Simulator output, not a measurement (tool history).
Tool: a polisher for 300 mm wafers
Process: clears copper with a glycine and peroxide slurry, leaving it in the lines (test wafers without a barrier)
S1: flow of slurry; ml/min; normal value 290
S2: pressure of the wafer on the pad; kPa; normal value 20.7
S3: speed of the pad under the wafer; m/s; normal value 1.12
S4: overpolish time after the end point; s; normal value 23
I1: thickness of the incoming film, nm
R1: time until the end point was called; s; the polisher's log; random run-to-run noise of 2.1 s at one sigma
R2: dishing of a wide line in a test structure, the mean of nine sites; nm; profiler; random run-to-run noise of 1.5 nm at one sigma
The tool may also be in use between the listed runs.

run,hour,S1,S2,S3,S4,I1,R1,R2
1,0.0,240,20.7,1.12,23,853.9,146.6,91.2
2,29.5,240,20.7,1.12,23,862.9,148.8,91.1
3,65.3,290,20.7,1.12,12,848.3,144.4,53.8
4,87.4,290,20.7,1.12,12,860.9,148.9,54.3
5,114.4,290,20.7,1.12,12,862.3,153.3,53.3
6,140.3,360,20.7,1.12,23,865.3,151.3,88.3
7,163.6,360,20.7,1.12,23,861.4,151.3,87.0
8,188.9,235,20.7,1.26,23,854.5,145.3,89.2
# hour 191.7: head pressure recalibrated
# hour 208.4: worn pad replaced by a new one
9,212.0,290,20.7,0.92,23,874.4,201.6,73.7
# hour 217.5: slurry nozzle cleaned
10,240.3,290,20.7,1.12,23,857.6,173.1,77.7
# hour 265.6: worn pad replaced by a new one, repeated, since the last time left the tool worse
11,347.2,245,20.7,0.94,10,856.4,169.0,41.3
12,373.6,260,23.4,1.12,33,866.2,131.3,122.4
13,388.7,290,18.6,0.76,14,863.9,221.3,43.3
14,410.6,290,20.7,1.12,23,866.2,146.4,89.2

Each row is a separate what-if for the run after 14, all from the same tool condition, not one after another. Results?
A,411.1,220,20.7,1.12,23,858.7,?,?
B,411.1,205,20.7,1.52,10,858.7,?,?
C,411.1,290,27.6,0.96,23,858.7,?,?
D,411.1,290,20.7,0.88,23,858.7,?,?

run,R1,R2
A,152.7,88.1
B,118.1,55.3
C,132.5,99.9
D,181.7,77.8
Without the tool's hidden state the same runs would have given:
run,R1,R2
A,149.5,89.5
B,115.6,56.4
C,129.7,101.5
D,177.8,79.2
